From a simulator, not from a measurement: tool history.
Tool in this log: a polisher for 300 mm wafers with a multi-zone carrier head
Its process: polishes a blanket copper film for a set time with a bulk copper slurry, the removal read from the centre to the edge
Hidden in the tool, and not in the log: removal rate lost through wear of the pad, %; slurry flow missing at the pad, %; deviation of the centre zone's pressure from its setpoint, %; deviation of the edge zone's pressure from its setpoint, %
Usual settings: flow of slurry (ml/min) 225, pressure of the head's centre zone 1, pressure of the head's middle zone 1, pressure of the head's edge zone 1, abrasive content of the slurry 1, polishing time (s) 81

run	hour	flow of slurry (ml/min)	pressure of the head's centre zone	pressure of the head's middle zone	pressure of the head's edge zone	abrasive content of the slurry	polishing time (s)	wafers since the last listed run	wafers polished on this pad	hours since the slurry nozzle was cleaned	hours since the centre zone pressure was calibrated	hours since the edge zone pressure was calibrated	hours since the carrier head's membrane was replaced	incoming thickness of the incoming film, nm	film removed at the wafer's centre (angstrom)	film removed at mid-radius (angstrom)	film removed at the wafer's edge (angstrom)
1	0	225	1	1	1	1	81	0	415	10.6	1017.3	1505.8	1165.3	2620.7	8731	8762	8834
2	21	225	1	1	1	1	62	232	647	31.6	1038.3	1526.8	1186.3	2590.2	6832	6885	6797
3	55	225	1	1	1	1	62	376	1024	65.6	1072.3	1560.8	1220.3	2586.1	6752	6868	6793
# hour 77.9: worn pad replaced by a new one
4	78.4	225	1	1	1	1	62	214	5	89	1095.7	1584.2	1243.7	2628.6	6777	6859	6784
# hour 100: edge zone pressure recalibrated
5	101.6	225	1	1	0.94	1.15	81	234	239	112.2	1118.9	1.6	1266.9	2592.7	9150	9093	9065
# hour 108.7: carrier head's membrane replaced by a new one
6	122.4	225	1	1	1	1	100	174	414	133	1139.7	22.4	13.7	2580.8	10944	10832	10891
# hour 137: centre zone pressure recalibrated
7	152.9	225	1	1	1	1	100	315	730	163.5	15.9	52.9	44.2	2543.3	11326	10875	10885
# hour 183.3: worn pad replaced by a new one
8	183.8	225	1	1	1	1	81	297	5	194.4	46.8	83.8	75.1	2597.2	8817	8697	8902
9	209.3	160	0.95	1	1	1.25	93	282	287	219.9	72.3	109.3	100.6	2551.2	9870	10402	10512
10	228.2	160	1	1	1	1	81	209	496	238.8	91.2	128.2	119.5	2568.3	8394	8647	8568
# hour 234.6: slurry nozzle cleaned
11	244.1	225	0.95	1	1.11	1	81	164	661	9.5	107.1	144.1	135.4	2557.8	8474	8846	9184
12	277.1	225	0.96	1	1	1	81	365	1027	42.5	140.1	177.1	168.4	2633.4	8471	8853	8878
# hour 303.9: worn pad replaced by a new one
13	304.4	225	0.93	1	0.92	1	81	257	5	69.8	167.4	204.4	195.7	2552.4	8180	8641	8577
14	315.6	225	1	1	1	1	81	124	129	81	178.6	215.6	206.9	2595.6	8796	8970	8888

Exercise: give the hidden state of the tool at every run:
removal rate lost through wear of the pad, %: 0 on each run
slurry flow missing at the pad, %: 0 on each run
deviation of the centre zone's pressure from its setpoint, %: 0 on each run
deviation of the edge zone's pressure from its setpoint, %: 0 on each run
